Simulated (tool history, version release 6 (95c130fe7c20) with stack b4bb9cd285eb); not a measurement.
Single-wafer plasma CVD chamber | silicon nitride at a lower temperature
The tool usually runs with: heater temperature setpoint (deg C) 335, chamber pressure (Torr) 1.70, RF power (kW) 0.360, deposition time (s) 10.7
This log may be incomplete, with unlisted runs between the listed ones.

run   hour  heater temperature setpoint (deg C)  chamber pressure (Torr)  RF power (kW)  deposition time (s)  read-back reference wafer on the same gauge, thickness_nm  mean film thickness on the monitor wafer (Å)
  1    0.0                                  335                     1.70          0.360                  9.2                                                     15.097                                        116.74
  2   50.4                                  335                     1.70          0.360                  9.2                                                     15.097                                        116.80
  3   65.3                                  335                     1.70          0.360                  9.2                                                     15.102                                        116.93
  4   99.0                                  323                     1.70          0.360                 10.2                                                     15.100                                        129.89
     121.4  -- capacitance manometer re-zeroed and calibrated
     130.6  -- thermocouple changed; heater temperature recalibrated
  5  131.1                                  323                     1.70          0.360                 10.2                                                     15.103                                        129.64
  6  154.9                                  335                     1.70          0.360                 10.7                                                     15.107                                        135.75
  7  183.4                                  335                     1.70          0.360                 10.7                                                     15.104                                        135.57
     200.0  -- gauge calibrated
  8  204.9                                  335                     1.70          0.360                 10.7                                                     15.099                                        135.63
     215.7  -- showerhead replaced
     221.0  -- RF generator calibrated
  9  229.4                                  335                     1.70          0.360                 10.7                                                     15.099                                        141.12
 10  262.9                                  349                     1.70          0.360                 10.7                                                     15.100                                        140.23
 11  275.7                                  331                     1.70          0.335                  8.8                                                     15.102                                        109.99
 12  292.2                                  335                     1.70          0.360                 10.7                                                     15.104                                        140.85
 13  309.9                                  335                     2.02          0.360                 12.8                                                     15.097                                        174.35
 14  336.4                                  335                     1.85          0.405                 10.7                                                     15.099                                        155.25
 15  354.5                                  335                     1.41          0.360                 10.7                                                     15.098                                        134.69
 16  371.9                                  335                     1.98          0.295                 10.7                                                     15.101                                        123.71

Forecast each of these 3 alternatives for the next run:
  A  372.3                                  335                     1.70          0.360                 12.1                                                          ?                                             ?
  B  372.3                                  335                     1.35          0.400                  9.7                                                          ?                                             ?
  C  372.3                                  342                     1.70          0.360                 10.7                                                          ?                                             ?

run  read-back reference wafer on the same gauge, thickness_nm  mean film thickness on the monitor wafer (Å)
  A                                                     15.094                                        158.03
  B                                                     15.094                                        130.35
  C                                                     15.094                                        139.41
Take away the tool's hidden state, keep each run's random variation, and the runs would have read:
run  mean film thickness on the monitor wafer (Å)
  A                                        161.10
  B                                        132.72
  C                                        142.11
